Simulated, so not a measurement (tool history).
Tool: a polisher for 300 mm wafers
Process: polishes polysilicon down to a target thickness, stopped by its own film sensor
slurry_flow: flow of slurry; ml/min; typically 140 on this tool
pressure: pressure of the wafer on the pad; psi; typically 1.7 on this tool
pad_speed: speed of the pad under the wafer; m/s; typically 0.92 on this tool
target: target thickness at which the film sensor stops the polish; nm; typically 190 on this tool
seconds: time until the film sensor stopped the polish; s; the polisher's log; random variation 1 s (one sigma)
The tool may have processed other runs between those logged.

run   hour  slurry_flow  pressure  pad_speed  target  wafers since the last listed run  wafers polished on this pad  hours since the slurry nozzle was cleaned  hours since the head pressure was calibrated  incoming thickness of the incoming film, nm  seconds
  1    0.0          140       1.7       0.92     190                                 0                         1334                                      127.8                                        1030.6                                        470.3     77.7
      11.0  -- worn pad replaced by a new one
  2   17.2          140       1.7       1.04     190                                91                           42                                      145.0                                        1047.8                                        473.0     71.7
  3   47.2          140       1.7       1.04     190                               207                          250                                      175.0                                        1077.8                                        478.8     74.1
  4   77.8          140       1.7       0.92     190                               211                          461                                      205.6                                        1108.4                                        471.0     80.4
  5   97.8          140       1.7       0.92     190                               138                          599                                      225.6                                        1128.4                                        475.2     83.3
  6  115.0          140       1.7       0.92     190                               118                          718                                      242.8                                        1145.6                                        469.4     82.2
  7  135.6          140       1.7       0.92     262                               142                          861                                      263.4                                        1166.2                                        472.7     60.9
  8  156.6          140       1.7       0.92     190                               145                         1006                                      284.4                                        1187.2                                        468.3     81.8
     189.0  -- worn pad replaced by a new one
     194.3  -- slurry nozzle cleaned
  9  213.6          140       1.7       0.92     190                               359                          162                                       19.3                                        1244.2                                        471.9     76.7
 10  228.2          140       1.7       0.92     190                               100                          263                                       33.9                                        1258.8                                        464.4     74.8
 11  261.7          140       1.4       0.92     190                               231                          495                                       67.4                                        1292.3                                        473.8     86.9
 12  277.0          140       1.4       0.92     190                               105                          601                                       82.7                                        1307.6                                        466.1     89.2
 13  299.6          140       1.7       1.14     190                               156                          757                                      105.3                                        1330.2                                        464.9     62.4
 14  314.9          140       1.7       0.92     190                               105                          863                                      120.6                                        1345.5                                        467.9     78.7
 15  329.2          140       1.7       0.92     253                                98                          962                                      134.9                                        1359.8                                        469.9     62.0
 16  360.6          100       1.7       0.92     190                               217                         1179                                      166.3                                        1391.2                                        472.9     88.0
     373.8  -- worn pad replaced by a new one
 17  378.7          140       1.7       0.92     190                                97                           33                                      184.4                                        1409.3                                        472.3     80.3
 18  408.2          140       1.5       1.14     190                               203                          237                                      213.9                                        1438.8                                        470.3     70.1
 19  440.1          140       1.7       0.92     190                               220                          458                                      245.8                                        1470.7                                        465.9     82.1
     457.5  -- head pressure recalibrated
 20  471.9          140       2.2       0.92     190                               206                          664                                      277.6                                          14.4                                        461.8     66.6
 21  506.9          190       1.7       0.92      93                               242                          906                                      312.6                                          49.4                                        467.0    100.9
 22  519.6           95       1.7       0.92     140                                87                          994                                      325.3                                          62.1                                        469.6    110.5
 23  536.4          140       1.7       0.92     190                               116                         1110                                      342.1                                          78.9                                        465.1     80.5
 24  556.1          140       1.7       0.78     254                               136                         1246                                      361.8                                          98.6                                        476.5     77.8

Forecast run 25:
     565.7  -- worn pad replaced by a new one
 25  574.9          140       1.7       0.92     190                               102                           63                                      380.6                                         117.4                                        468.0        ?

seconds: 81.8 s
Had the tool carried no hidden state, the very same run would have given seconds 72.2 s.
